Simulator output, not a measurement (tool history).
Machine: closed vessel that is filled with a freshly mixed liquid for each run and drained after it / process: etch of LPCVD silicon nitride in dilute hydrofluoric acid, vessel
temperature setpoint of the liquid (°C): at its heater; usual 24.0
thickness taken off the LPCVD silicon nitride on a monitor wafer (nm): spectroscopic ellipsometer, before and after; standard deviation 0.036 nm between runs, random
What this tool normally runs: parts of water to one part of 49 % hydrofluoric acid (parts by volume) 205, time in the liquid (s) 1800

run,hour,temperature setpoint of the liquid (°C),parts of water to one part of 49 % hydrofluoric acid (parts by volume),time in the liquid (s),"read-back film thickness of the LPCVD silicon nitride reference wafer, read on the same gauge (nm)",thickness taken off the LPCVD silicon nitride on a monitor wafer (nm)
1,0.0,24.0,205,1800,69.994,4.835
2,13.4,24.0,160,1800,69.982,6.105
3,41.4,25.0,205,1800,70.008,5.081
4,53.7,25.0,205,1800,70.003,5.130
5,82.3,24.0,205,1800,69.989,4.748
6,97.9,24.0,205,1800,69.984,4.724
7,130.1,24.0,205,1800,70.026,4.742
8,145.1,24.0,205,1800,69.996,4.787
9,175.4,24.0,205,1800,69.991,4.734
10,210.2,24.0,205,1800,70.004,4.782
11,232.0,24.0,205,1800,69.976,4.735
12,248.8,24.0,205,1800,69.944,4.781
13,275.7,21.0,205,1360,69.993,2.884
14,290.9,21.0,205,1360,69.987,2.903
15,306.0,27.0,205,2595,70.056,8.150
16,328.2,26.5,165,2875,69.978,10.737
17,363.0,21.0,275,1155,69.987,1.835
18,384.2,27.5,205,1800,69.958,5.779
19,415.8,27.5,205,1800,70.056,5.902
20,433.1,24.0,205,1800,69.954,4.645
# hour 444.4: hydrofluoric acid flow meter replaced
# hour 456.8: thermometer replaced
21,467.3,24.0,205,1800,70.019,4.637
22,495.3,20.5,205,1800,69.946,3.651
23,508.9,24.0,205,2650,69.998,6.649
24,531.8,24.0,205,1800,69.976,4.559
25,562.5,24.0,245,1800,70.010,3.895
# hour 624.9: gauge calibrated
26,663.6,24.0,205,915,70.019,2.349
27,686.1,24.0,205,1800,69.961,4.494
28,701.9,21.0,275,2605,70.003,4.087
29,737.1,24.0,205,1800,69.982,4.490
30,771.1,22.0,205,905,69.957,1.983
31,783.2,22.0,250,2830,70.010,5.073
32,804.8,24.0,205,1800,69.994,4.510
33,840.1,21.0,150,1800,69.999,5.116

Give the tool's hidden conditions for every run:
gauge reads high (%): 0 in every run
H1: liquid colder than its thermometer reads (K)
H2: hydrofluoric acid flow above the setpoint (%)
run,H1,H2
1,0.997,10.8
2,1.02,10.9
3,1.07,11
4,1.1,11.1
5,1.15,11.2
6,1.18,11.3
7,1.24,11.4
8,1.27,11.5
9,1.32,11.7
10,1.39,11.8
11,1.43,11.9
12,1.46,12
13,1.51,12.1
14,1.54,12.2
15,1.57,12.3
16,1.61,12.4
17,1.68,12.6
18,1.72,12.7
19,1.77,12.8
20,1.81,12.9
21,0.12,0.668
22,0.172,0.805
23,0.197,0.871
24,0.24,0.982
25,0.298,1.13
26,0.487,1.62
27,0.529,1.73
28,0.558,1.81
29,0.624,1.98
30,0.687,2.15
31,0.71,2.21
32,0.75,2.31
33,0.816,2.48
